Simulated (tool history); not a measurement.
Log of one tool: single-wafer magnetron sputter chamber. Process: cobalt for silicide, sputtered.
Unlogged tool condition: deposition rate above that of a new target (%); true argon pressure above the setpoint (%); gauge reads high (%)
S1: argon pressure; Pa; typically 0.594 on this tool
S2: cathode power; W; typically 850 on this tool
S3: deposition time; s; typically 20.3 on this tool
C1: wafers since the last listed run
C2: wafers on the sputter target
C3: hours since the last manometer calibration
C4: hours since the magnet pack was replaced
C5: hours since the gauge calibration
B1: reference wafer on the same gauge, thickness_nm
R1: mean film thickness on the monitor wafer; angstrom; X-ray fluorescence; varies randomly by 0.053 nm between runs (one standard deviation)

{"run": 1, "hour": 0.0, "S1": 0.594, "S2": 850, "S3": 20.3, "C1": 0, "C2": 1637, "C3": 1633.3, "C4": 9460.8, "C5": 561.4, "B1": 9.492, "R1": 90.85}
{"run": 2, "hour": 40.2, "S1": 0.594, "S2": 850, "S3": 20.3, "C1": 968, "C2": 2605, "C3": 1673.5, "C4": 9501, "C5": 601.6, "B1": 9.464, "R1": 90.85}
{"run": 3, "hour": 95.0, "S1": 0.594, "S2": 850, "S3": 20.3, "C1": 1320, "C2": 3926, "C3": 1728.3, "C4": 9555.8, "C5": 656.4, "B1": 9.456, "R1": 89.43}
{"run": 4, "hour": 193.7, "S1": 0.594, "S2": 1000, "S3": 20.3, "C1": 2378, "C2": 6305, "C3": 1827, "C4": 9654.5, "C5": 755.1, "B1": 9.403, "R1": 103.27}
{"hour": 258.1, "done": "sputter target and shields replaced"}
{"run": 5, "hour": 403.2, "S1": 0.594, "S2": 1000, "S3": 20.3, "C1": 4856, "C2": 3496, "C3": 2036.5, "C4": 9864, "C5": 964.6, "B1": 9.278, "R1": 102.51}
{"run": 6, "hour": 476.2, "S1": 0.594, "S2": 850, "S3": 20.3, "C1": 1759, "C2": 5256, "C3": 2109.5, "C4": 9937, "C5": 1037.6, "B1": 9.251, "R1": 88.04}
{"run": 7, "hour": 541.5, "S1": 0.594, "S2": 850, "S3": 20.3, "C1": 1573, "C2": 6830, "C3": 2174.8, "C4": 10002.3, "C5": 1102.9, "B1": 9.184, "R1": 87.95}
{"run": 8, "hour": 578.7, "S1": 0.488, "S2": 850, "S3": 20.3, "C1": 896, "C2": 7726, "C3": 2212, "C4": 10039.5, "C5": 1140.1, "B1": 9.161, "R1": 90.03}
{"hour": 614.6, "done": "sputter target and shields replaced"}
{"run": 9, "hour": 680.1, "S1": 0.698, "S2": 850, "S3": 19.4, "C1": 2251, "C2": 1578, "C3": 2313.4, "C4": 10140.9, "C5": 1241.5, "B1": 9.084, "R1": 79.71}
{"run": 10, "hour": 724.4, "S1": 0.594, "S2": 850, "S3": 20.3, "C1": 1067, "C2": 2646, "C3": 2357.7, "C4": 10185.2, "C5": 1285.8, "B1": 9.062, "R1": 85.81}
{"hour": 762.5, "done": "gauge calibrated"}
{"hour": 762.7, "done": "magnet pack replaced"}
{"run": 11, "hour": 804.9, "S1": 0.594, "S2": 850, "S3": 23, "C1": 1747, "C2": 4393, "C3": 2438.2, "C4": 42.2, "C5": 42.4, "B1": 9.551, "R1": 102.34}
{"run": 12, "hour": 908.6, "S1": 0.594, "S2": 850, "S3": 23, "C1": 2499, "C2": 6893, "C3": 2541.9, "C4": 145.9, "C5": 146.1, "B1": 9.553, "R1": 101.97}
{"hour": 930.0, "done": "capacitance manometer re-zeroed and calibrated"}
{"hour": 985.5, "done": "sputter target and shields replaced"}
{"run": 13, "hour": 1013.2, "S1": 0.594, "S2": 850, "S3": 23, "C1": 2135, "C2": 668, "C3": 83.2, "C4": 250.5, "C5": 250.7, "B1": 9.529, "R1": 102.28}
{"run": 14, "hour": 1061.5, "S1": 0.367, "S2": 800, "S3": 19.3, "C1": 1164, "C2": 1832, "C3": 131.5, "C4": 298.8, "C5": 299, "B1": 9.511, "R1": 86.71}
{"run": 15, "hour": 1167.6, "S1": 0.776, "S2": 750, "S3": 20.3, "C1": 2557, "C2": 4390, "C3": 237.6, "C4": 404.9, "C5": 405.1, "B1": 9.499, "R1": 75.52}
{"run": 16, "hour": 1236.6, "S1": 0.408, "S2": 1000, "S3": 17, "C1": 1662, "C2": 6053, "C3": 306.6, "C4": 473.9, "C5": 474.1, "B1": 9.483, "R1": 93.12}
{"run": 17, "hour": 1336.7, "S1": 0.594, "S2": 850, "S3": 20.3, "C1": 2412, "C2": 8465, "C3": 406.7, "C4": 574, "C5": 574.2, "B1": 9.459, "R1": 89.13}
{"hour": 1374.1, "done": "sputter target and shields replaced"}
{"run": 18, "hour": 1374.6, "S1": 0.411, "S2": 700, "S3": 18.5, "C1": 720, "C2": 12, "C3": 444.6, "C4": 611.9, "C5": 612.1, "B1": 9.421, "R1": 72.42}
{"run": 19, "hour": 1424.4, "S1": 0.594, "S2": 850, "S3": 20.3, "C1": 1200, "C2": 1213, "C3": 494.4, "C4": 661.7, "C5": 661.9, "B1": 9.406, "R1": 89.12}
{"run": 20, "hour": 1489.0, "S1": 0.594, "S2": 650, "S3": 22.6, "C1": 1556, "C2": 2769, "C3": 559, "C4": 726.3, "C5": 726.5, "B1": 9.392, "R1": 78.45}
{"run": 21, "hour": 1548.1, "S1": 0.594, "S2": 750, "S3": 20.3, "C1": 1424, "C2": 4194, "C3": 618.1, "C4": 785.4, "C5": 785.6, "B1": 9.347, "R1": 78.77}
{"run": 22, "hour": 1639.3, "S1": 0.594, "S2": 850, "S3": 20.3, "C1": 2198, "C2": 6392, "C3": 709.3, "C4": 876.6, "C5": 876.8, "B1": 9.299, "R1": 88.98}
{"run": 23, "hour": 1676.8, "S1": 0.756, "S2": 1000, "S3": 22.1, "C1": 903, "C2": 7296, "C3": 746.8, "C4": 914.1, "C5": 914.3, "B1": 9.291, "R1": 106.91}
{"hour": 1714.3, "done": "sputter target and shields replaced"}
{"run": 24, "hour": 1780.9, "S1": 0.654, "S2": 750, "S3": 20.3, "C1": 2316, "C2": 1604, "C3": 850.9, "C4": 1018.2, "C5": 1018.4, "B1": 9.218, "R1": 76.14}
{"run": 25, "hour": 1831.8, "S1": 0.594, "S2": 850, "S3": 20.3, "C1": 1226, "C2": 2830, "C3": 901.8, "C4": 1069.1, "C5": 1069.3, "B1": 9.187, "R1": 87.18}
{"run": 26, "hour": 1887.3, "S1": 0.594, "S2": 850, "S3": 22.5, "C1": 1337, "C2": 4168, "C3": 957.3, "C4": 1124.6, "C5": 1124.8, "B1": 9.145, "R1": 96}

Branching from run 26: 3 alternative next runs. What would each branch give?
{"run": "A", "hour": 1887.7, "S1": 0.826, "S2": 850, "S3": 20.3, "C1": 9, "C2": 4178, "C3": 957.7, "C4": 1125, "C5": 1125.2, "B1": "?", "R1": "?"}
{"run": "B", "hour": 1887.7, "S1": 0.594, "S2": 650, "S3": 20.3, "C1": 9, "C2": 4178, "C3": 957.7, "C4": 1125, "C5": 1125.2, "B1": "?", "R1": "?"}
{"run": "C", "hour": 1887.7, "S1": 0.796, "S2": 1000, "S3": 21.5, "C1": 9, "C2": 4178, "C3": 957.7, "C4": 1125, "C5": 1125.2, "B1": "?", "R1": "?"}

run=A B1=9.14 R1=80.9
run=B B1=9.14 R1=67.77
run=C B1=9.14 R1=100.81
Stripped of hidden state, with their random variation kept, the same runs would have yielded:
run=A R1=84.85
run=B R1=71.08
run=C R1=105.74

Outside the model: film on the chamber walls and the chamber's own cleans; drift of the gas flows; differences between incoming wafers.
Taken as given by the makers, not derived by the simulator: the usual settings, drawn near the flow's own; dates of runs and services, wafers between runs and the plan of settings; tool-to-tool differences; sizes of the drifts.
